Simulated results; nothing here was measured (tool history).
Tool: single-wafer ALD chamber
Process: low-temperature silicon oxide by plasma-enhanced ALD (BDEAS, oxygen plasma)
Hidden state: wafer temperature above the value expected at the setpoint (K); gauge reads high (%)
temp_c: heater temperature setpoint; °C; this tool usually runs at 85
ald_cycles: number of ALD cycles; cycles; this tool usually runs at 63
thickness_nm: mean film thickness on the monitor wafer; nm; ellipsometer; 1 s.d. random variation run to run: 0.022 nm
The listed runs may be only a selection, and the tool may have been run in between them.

run,hour,temp_c,ald_cycles,wafers since the last listed run,hours since the last thermocouple change,hours since the gauge calibration,"read-back reference wafer on the same gauge, thickness_nm",thickness_nm
1,0,85,59,0,2636.1,78.6,9.111,8.238
2,23.6,85,59,121,2659.7,102.2,9.111,8.218
3,52.4,82,63,148,2688.5,131,9.102,8.876
4,83.5,82,63,159,2719.6,162.1,9.095,8.898
5,112.4,85,63,148,2748.5,191,9.087,8.765
6,132.3,85,63,102,2768.4,210.9,9.083,8.788
7,153.1,85,63,106,2789.2,231.7,9.07,8.762
8,167.3,92,63,72,2803.4,245.9,9.062,8.514
9,195.5,77,63,144,2831.6,274.1,9.05,8.989
10,208.2,85,63,65,2844.3,286.8,9.042,8.742
11,239.1,85,63,158,2875.2,317.7,9.025,8.751
12,253.5,85,63,74,2889.6,332.1,9.018,8.718
# hour 267.6: gauge calibrated
13,284.1,80,68,157,2920.2,16.5,9.125,9.711
14,306.4,77,56,114,2942.5,38.8,9.129,8.094
15,320.9,96,70,74,2957,53.3,9.128,9.361
# hour 343.6: thermocouple changed; heater temperature recalibrated
16,349,76,60,103,5.4,81.4,9.123,8.698
17,380.2,77,73,160,36.6,112.6,9.117,10.489
18,413.2,78,71,169,69.6,145.6,9.109,10.207
19,448,85,63,178,104.4,180.4,9.098,8.762
20,479,85,63,159,135.4,211.4,9.092,8.756
21,494.5,75,75,79,150.9,226.9,9.081,10.89
22,514.5,100,56,102,170.9,246.9,9.072,7.37
23,541.1,85,63,136,197.5,273.5,9.062,8.746
24,573.9,93,59,168,230.3,306.3,9.042,7.933
25,591.7,76,70,91,248.1,324.1,9.032,10.04

Each row is a separate what-if for the run after 25, all from the same tool condition, not one after another. Results?
A,592.2,85,63,2,248.6,324.6,?,?
B,592.2,75,60,2,248.6,324.6,?,?
C,592.2,85,56,2,248.6,324.6,?,?
D,592.2,96,55,2,248.6,324.6,?,?

run,"read-back reference wafer on the same gauge, thickness_nm",thickness_nm
A,9.034,8.727
B,9.034,8.636
C,9.034,7.757
D,9.034,7.291
What these runs would have given with no unlogged condition in the tool:
run,thickness_nm
A,8.811
B,8.72
C,7.832
D,7.362
